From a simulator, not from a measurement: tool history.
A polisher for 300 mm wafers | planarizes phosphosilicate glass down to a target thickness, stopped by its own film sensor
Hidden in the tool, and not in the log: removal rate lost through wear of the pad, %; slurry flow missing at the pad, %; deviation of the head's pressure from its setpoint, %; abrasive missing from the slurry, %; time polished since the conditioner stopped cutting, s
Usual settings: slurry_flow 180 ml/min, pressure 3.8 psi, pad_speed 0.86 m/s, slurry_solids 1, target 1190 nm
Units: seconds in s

run    hour  slurry_flow  pressure  pad_speed  slurry_solids  target  wafers since the last listed run  wafers polished on this pad  hours since the slurry nozzle was cleaned  hours since the head pressure was calibrated  hours since the slurry blender was calibrated  hours since the conditioning disc was replaced  incoming thickness of the incoming film, nm  seconds
  1       0          180       3.8       0.86              1    1190                                 0                         2056                                      249.1                                        1232.8                                          320.7                                           115.9                                       2100.1     99.4
  2      59          180       3.8       0.86              1    1190                               463                         2519                                      308.1                                        1291.8                                          379.7                                           174.9                                         2146    114.8
      159.5  -- slurry blender recalibrated
  3   164.3          180       3.3       0.86              1    1190                               811                         3330                                      413.4                                        1397.1                                            4.8                                           280.2                                       2118.3    104.6
      212.1  -- slurry nozzle cleaned
      216.5  -- head pressure recalibrated
  4   260.1          180       3.3       0.86              1    1190                               728                         4059                                         48                                          43.6                                          100.6                                             376                                       2088.5    101.6
      278.1  -- worn pad replaced by a new one
  5   315.1          180       3.3       0.86              1    1190                               400                          290                                        103                                          98.6                                          155.6                                             431                                       2101.6    105.3
      426.4  -- conditioning disc replaced and pad reconditioned
  6   562.8          180       3.3          1              1    1190                              1929                         2220                                      350.7                                         346.3                                          403.3                                           136.4                                       2147.3    103.6
  7   602.7          180       3.3          1              1    1190                               313                         2533                                      390.6                                         386.2                                          443.2                                           176.3                                       2099.6    108.8
      655.3  -- slurry blender recalibrated
      675.1  -- slurry nozzle cleaned
      681.1  -- worn pad replaced by a new one
  8   682.9          180       3.3          1              1    1190                               574                           13                                        7.8                                         466.4                                           27.6                                           256.5                                       2113.3     94.4
  9   729.4          180       4.2       0.86              1     965                               365                          379                                       54.3                                         512.9                                           74.1                                             303                                         2107    112.5
 10     805          180       3.2       0.98            0.8    1456                               593                          972                                      129.9                                         588.5                                          149.7                                           378.6                                         2144     87.1
 11   866.8          180       3.8       0.58           1.15     924                               485                         1458                                      191.7                                         650.3                                          211.5                                           440.4                                       2119.1      152
 12   933.3          240       3.8       0.86              1    1502                               522                         1980                                      258.2                                         716.8                                            278                                           506.9                                       2138.5     66.4
      968.3  -- conditioning disc replaced and pad reconditioned
 13  1024.5          180       2.9       0.86              1    1190                               700                         2680                                      349.4                                           808                                          369.2                                            56.2                                       2158.1    126.5
 14  1105.7          180       3.8       0.86              1    1190                               637                         3318                                      430.6                                         889.2                                          450.4                                           137.4                                       2128.5      111
       1118  -- worn pad replaced by a new one
     1157.7  -- slurry blender recalibrated
 15  1158.2          180       3.8        1.1            1.2    1499                               365                          299                                      483.1                                         941.7                                            0.5                                           189.9                                       2127.5     49.2
       1189  -- slurry nozzle cleaned
 16  1244.1          240       4.2       0.74              1     930                               666                          966                                       55.1                                        1027.6                                           86.4                                           275.8                                       2088.6    125.7
 17    1306          180       4.7       0.72           0.75    1190                               486                         1452                                        117                                        1089.5                                          148.3                                           337.7                                       2145.1      122
 18  1383.9          180       3.3       0.86              1    1190                               611                         2064                                      194.9                                        1167.4                                          226.2                                           415.6                                       2131.1    112.7
 19  1431.6          180       3.8       0.86              1    1190                               374                         2439                                      242.6                                        1215.1                                          273.9                                           463.3                                       2090.1     98.8
     1462.9  -- conditioning disc replaced and pad reconditioned
 20  1491.5          180       3.8       0.86            0.7    1190                               454                         2893                                      302.5                                          1275                                          333.8                                            28.6                                       2112.8    143.7
 21  1571.5          180       3.8       0.86              1    1190                               628                         3522                                      382.5                                          1355                                          413.8                                           108.6                                       2116.7    108.4
     1579.7  -- slurry blender recalibrated
 22  1615.2          135       4.8       0.86              1    1190                               327                         3849                                      426.2                                        1398.7                                           35.5                                           152.3                                       2112.6     83.9
     1651.1  -- worn pad replaced by a new one
     1660.2  -- slurry nozzle cleaned
 23  1669.5          240       3.8       0.86           0.85     919                               387                          136                                        9.3                                          1453                                           89.8                                           206.6                                       2111.7    132.2
 24  1745.9          180       3.8       1.06              1    1407                               600                          736                                       85.7                                        1529.4                                          166.2                                             283                                       2091.4     61.8

Forecast each of these 5 alternatives for the next run:
  A  1746.4          180       3.8       0.86              1    1190                                 3                          740                                       86.2                                        1529.9                                          166.7                                           283.5                                       2131.8        ?
  B  1746.4          180       3.8       0.86            1.1    1349                                 3                          740                                       86.2                                        1529.9                                          166.7                                           283.5                                       2131.8        ?
  C  1746.4          135       3.8       0.98              1    1190                                 3                          740                                       86.2                                        1529.9                                          166.7                                           283.5                                       2131.8        ?
  D  1746.4          180       3.8       1.14            1.2     898                                 3                          740                                       86.2                                        1529.9                                          166.7                                           283.5                                       2131.8        ?
  E  1746.4          210       3.8       0.86            1.2    1190                                 3                          740                                       86.2                                        1529.9                                          166.7                                           283.5                                       2131.8        ?

run  seconds
  A    102.2
  B     79.9
  C     98.5
  D     98.3
  E     89.3
Without the tool's hidden state the same runs would have given:
run  seconds
  A     96.7
  B     75.9
  C     93.3
  D     93.7
  E     85.2
